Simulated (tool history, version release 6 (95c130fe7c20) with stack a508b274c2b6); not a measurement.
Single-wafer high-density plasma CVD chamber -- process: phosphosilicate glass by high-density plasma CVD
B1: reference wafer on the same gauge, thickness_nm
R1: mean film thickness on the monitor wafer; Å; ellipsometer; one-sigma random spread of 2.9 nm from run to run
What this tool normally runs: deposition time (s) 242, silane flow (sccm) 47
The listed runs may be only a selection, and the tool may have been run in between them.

run 1 hour=0.0 | deposition_time_(s)=242 silane_flow_(sccm)=47 | B1=1388.970 | R1=12077.31
run 2 hour=77.0 | deposition_time_(s)=242 silane_flow_(sccm)=47 | B1=1389.284 | R1=12077.64
run 3 hour=112.8 | deposition_time_(s)=242 silane_flow_(sccm)=47 | B1=1390.290 | R1=12040.94
run 4 hour=132.5 | deposition_time_(s)=242 silane_flow_(sccm)=47 | B1=1389.785 | R1=12106.14
run 5 hour=164.5 | deposition_time_(s)=242 silane_flow_(sccm)=47 | B1=1390.349 | R1=12099.31
run 6 hour=200.2 | deposition_time_(s)=231 silane_flow_(sccm)=50 | B1=1391.318 | R1=12167.61
run 7 hour=226.9 | deposition_time_(s)=242 silane_flow_(sccm)=54 | B1=1389.012 | R1=13569.60
run 8 hour=259.0 | deposition_time_(s)=242 silane_flow_(sccm)=42 | B1=1389.863 | R1=11112.31
run 9 hour=274.8 | deposition_time_(s)=242 silane_flow_(sccm)=47 | B1=1390.556 | R1=12054.91
run 10 hour=373.4 | deposition_time_(s)=242 silane_flow_(sccm)=45 | B1=1388.781 | R1=11732.35
run 11 hour=408.2 | deposition_time_(s)=242 silane_flow_(sccm)=45 | B1=1390.793 | R1=11773.06
run 12 hour=436.9 | deposition_time_(s)=242 silane_flow_(sccm)=47 | B1=1390.379 | R1=12106.10
-- hour=442.7 gauge calibrated
run 13 hour=543.4 | deposition_time_(s)=242 silane_flow_(sccm)=47 | B1=1390.571 | R1=12142.15
run 14 hour=632.5 | deposition_time_(s)=242 silane_flow_(sccm)=47 | B1=1389.957 | R1=12199.27
run 15 hour=656.1 | deposition_time_(s)=242 silane_flow_(sccm)=41 | B1=1389.773 | R1=10920.38
run 16 hour=686.6 | deposition_time_(s)=242 silane_flow_(sccm)=41 | B1=1389.337 | R1=10918.59
run 17 hour=718.9 | deposition_time_(s)=265 silane_flow_(sccm)=47 | B1=1391.878 | R1=13314.17
run 18 hour=745.0 | deposition_time_(s)=209 silane_flow_(sccm)=47 | B1=1390.287 | R1=10491.43
run 19 hour=775.7 | deposition_time_(s)=288 silane_flow_(sccm)=47 | B1=1389.157 | R1=14422.62
run 20 hour=802.5 | deposition_time_(s)=242 silane_flow_(sccm)=47 | B1=1389.642 | R1=12132.10
run 21 hour=830.9 | deposition_time_(s)=286 silane_flow_(sccm)=47 | B1=1390.182 | R1=14370.74
run 22 hour=845.6 | deposition_time_(s)=242 silane_flow_(sccm)=47 | B1=1389.641 | R1=12182.81
run 23 hour=872.1 | deposition_time_(s)=217 silane_flow_(sccm)=40 | B1=1390.961 | R1=9584.42
-- hour=902.6 silane flow controller replaced
run 24 hour=903.1 | deposition_time_(s)=242 silane_flow_(sccm)=47 | B1=1389.113 | R1=11785.80
run 25 hour=917.6 | deposition_time_(s)=242 silane_flow_(sccm)=40 | B1=1389.843 | R1=10399.48
run 26 hour=951.1 | deposition_time_(s)=227 silane_flow_(sccm)=50 | B1=1390.295 | R1=11653.66
run 27 hour=965.2 | deposition_time_(s)=224 silane_flow_(sccm)=52 | B1=1390.069 | R1=11859.80
run 28 hour=983.2 | deposition_time_(s)=242 silane_flow_(sccm)=47 | B1=1389.729 | R1=11831.18
run 29 hour=1003.7 | deposition_time_(s)=207 silane_flow_(sccm)=56 | B1=1390.256 | R1=11692.67
run 30 hour=1026.2 | deposition_time_(s)=285 silane_flow_(sccm)=51 | B1=1389.273 | R1=14894.00
run 31 hour=1054.5 | deposition_time_(s)=256 silane_flow_(sccm)=56 | B1=1388.477 | R1=14448.14
run 32 hour=1067.9 | deposition_time_(s)=242 silane_flow_(sccm)=39 | B1=1390.266 | R1=10182.43
run 33 hour=1088.0 | deposition_time_(s)=217 silane_flow_(sccm)=47 | B1=1389.438 | R1=10538.37
run 34 hour=1118.4 | deposition_time_(s)=261 silane_flow_(sccm)=43 | B1=1389.658 | R1=11865.46
run 35 hour=1141.2 | deposition_time_(s)=281 silane_flow_(sccm)=40 | B1=1389.966 | R1=12079.06
run 36 hour=1175.9 | deposition_time_(s)=242 silane_flow_(sccm)=47 | B1=1389.826 | R1=11795.76
run 37 hour=1188.0 | deposition_time_(s)=255 silane_flow_(sccm)=44 | B1=1389.243 | R1=11877.73

Consider 4 possible next runs. They are alternatives, not a sequence: every one starts from the tool as it was left by run 37. What does each give?
run A hour=1188.5 | deposition_time_(s)=290 silane_flow_(sccm)=47 | B1=? | R1=?
run B hour=1188.5 | deposition_time_(s)=213 silane_flow_(sccm)=43 | B1=? | R1=?
run C hour=1188.5 | deposition_time_(s)=229 silane_flow_(sccm)=38 | B1=? | R1=?
run D hour=1188.5 | deposition_time_(s)=201 silane_flow_(sccm)=38 | B1=? | R1=?

run=A B1=1391.835 R1=14247.05
run=B B1=1391.835 R1=9747.68
run=C B1=1391.835 R1=9516.96
run=D B1=1391.835 R1=8353.31
With the hidden condition removed and each run's random variation left untouched, the same runs would have given:
run=A R1=14096.71
run=B R1=9644.82
run=C R1=9416.53
run=D R1=8265.17

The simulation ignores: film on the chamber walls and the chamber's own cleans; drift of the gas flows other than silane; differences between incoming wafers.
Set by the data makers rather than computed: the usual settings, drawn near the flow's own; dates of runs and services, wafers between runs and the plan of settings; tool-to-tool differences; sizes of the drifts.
